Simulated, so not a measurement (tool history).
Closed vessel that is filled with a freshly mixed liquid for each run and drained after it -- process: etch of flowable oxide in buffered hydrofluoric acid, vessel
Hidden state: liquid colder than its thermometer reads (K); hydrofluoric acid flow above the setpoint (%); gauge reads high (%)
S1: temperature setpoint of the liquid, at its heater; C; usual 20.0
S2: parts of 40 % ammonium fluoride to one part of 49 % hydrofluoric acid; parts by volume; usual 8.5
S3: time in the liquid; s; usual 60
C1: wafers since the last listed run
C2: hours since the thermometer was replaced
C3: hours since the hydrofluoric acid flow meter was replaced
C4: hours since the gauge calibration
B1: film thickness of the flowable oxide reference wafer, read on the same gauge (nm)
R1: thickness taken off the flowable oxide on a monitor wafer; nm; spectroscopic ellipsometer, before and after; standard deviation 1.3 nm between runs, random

run	day	S1	S2	S3	C1	C2	C3	C4	B1	R1
1	0.000	20.0	8.5	60	0	1753.5	765.7	678.3	89.98	205.47
2	1.908	20.0	8.5	60	5890	1799.3	811.5	724.1	90.03	204.40
3	3.042	20.0	8.5	60	3498	1826.5	838.7	751.3	90.00	206.27
4	4.642	20.0	8.5	60	4939	1864.9	877.1	789.7	90.02	203.82
5	6.942	20.0	8.5	60	7099	1920.1	932.3	844.9	90.02	204.17
6	8.700	20.0	8.5	60	5427	1962.3	974.5	887.1	89.97	207.08
7	10.621	20.0	8.5	60	5929	2008.4	1020.6	933.2	90.00	205.24
8	12.642	20.0	8.5	75	6238	2056.9	1069.1	981.7	90.02	257.28
# day 14.050: hydrofluoric acid flow meter replaced
9	14.071	20.0	8.5	75	4283	2091.2	0.5	1016.0	89.96	243.08
10	15.333	20.0	8.5	60	3897	2121.5	30.8	1046.3	89.99	192.91
11	17.612	20.0	9.5	80	7035	2176.2	85.5	1101.0	89.99	234.73
# day 17.646: gauge calibrated
12	18.638	23.0	11.0	50	3164	2200.8	110.1	23.8	89.97	153.99
13	20.567	17.0	7.0	60	5955	2247.1	156.4	70.1	90.02	201.59
14	25.650	20.0	10.5	50	15691	2369.1	278.4	192.1	89.98	135.96
15	28.608	17.0	7.0	30	9132	2440.1	349.4	263.1	89.98	102.04
16	33.262	20.0	9.5	60	14366	2551.8	461.1	374.8	90.05	175.78
# day 33.788: thermometer replaced
17	36.083	20.0	8.5	60	8579	55.1	528.8	442.5	89.99	211.26
18	38.296	18.0	6.5	45	6829	108.2	581.9	495.6	90.00	186.12
19	39.429	18.0	8.5	60	3498	135.4	609.1	522.8	90.01	187.63
20	43.042	20.0	8.5	60	11151	222.1	695.8	609.5	89.99	211.59

Below, some changes in R1 between adjacent runs. For each, the amount present without the hidden state too (settings, incoming material, random variation) and the amount remaining for the hidden state with gauge scatter not shared by both compared results:
Run 8 -> 9: hydrofluoric acid flow meter replaced. R1 -14.20 nm: hidden state -13.09, all else -1.11.
Run 11 -> 12: S1 20.0 -> 23.0, S2 9.5 -> 11.0, S3 80 -> 50, gauge calibrated. R1 -80.74 nm: hidden state +5.65, all else -86.39.
Run 15 -> 16: S1 17.0 -> 20.0, S2 7.0 -> 9.5, S3 30 -> 60. R1 +73.74 nm: hidden state -4.97, all else +78.71.
Run 16 -> 17: S2 9.5 -> 8.5, thermometer replaced. R1 +35.48 nm: hidden state +16.26, all else +19.22.

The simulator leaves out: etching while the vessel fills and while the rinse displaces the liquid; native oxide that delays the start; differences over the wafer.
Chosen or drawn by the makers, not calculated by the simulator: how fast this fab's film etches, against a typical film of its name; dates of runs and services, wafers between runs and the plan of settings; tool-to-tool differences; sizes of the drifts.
